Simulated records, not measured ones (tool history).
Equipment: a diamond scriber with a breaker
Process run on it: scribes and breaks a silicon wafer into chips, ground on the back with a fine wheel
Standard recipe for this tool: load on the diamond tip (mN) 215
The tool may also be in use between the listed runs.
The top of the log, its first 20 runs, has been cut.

run,hour,load on the diamond tip (mN),"incoming depth of the damage left on the back of the incoming wafer, um",depth of the median crack under the scribed line (µm),chips rejected at inspection after the break (%)
# hour 226.1: load on the tip recalibrated
21,228.4,215,1.87,9.86,1.35
22,240.3,268,2.67,10.98,3.53
23,249.8,250,2.17,10.44,2.25
24,258.7,215,1.6,9.66,1.15
25,268.3,270,2.29,11.03,3.07
26,276.5,234,1.68,10.1,1.28
27,289.9,215,2.49,9.43,2.17
28,304,152,1.52,7.83,4.6
29,319.7,215,2.37,9.49,2.02
30,332.3,215,2.4,9.84,2.09
31,348.8,184,2.19,9,2.91
32,355.8,178,2.62,8.95,4.19
33,366.5,215,1.98,9.68,1.55
34,373.7,215,1.78,9.62,1.31
35,384.9,259,2.14,10.9,2.25

Here are 4 independent what-if runs from the current tool condition. What would each one return?
A,385.5,182,2.21,?,?
B,385.5,261,2.21,?,?
C,385.5,260,2.21,?,?
D,385.5,271,2.21,?,?

run,depth of the median crack under the scribed line (µm),chips rejected at inspection after the break (%)
A,8.87,3.04
B,10.9,2.42
C,10.87,2.38
D,11.14,2.8
With the hidden condition removed and each run's random variation left untouched, the same runs would have given:
run,depth of the median crack under the scribed line (µm),chips rejected at inspection after the break (%)
A,8.97,2.81
B,11.02,2.6
C,11,2.56
D,11.27,3.03

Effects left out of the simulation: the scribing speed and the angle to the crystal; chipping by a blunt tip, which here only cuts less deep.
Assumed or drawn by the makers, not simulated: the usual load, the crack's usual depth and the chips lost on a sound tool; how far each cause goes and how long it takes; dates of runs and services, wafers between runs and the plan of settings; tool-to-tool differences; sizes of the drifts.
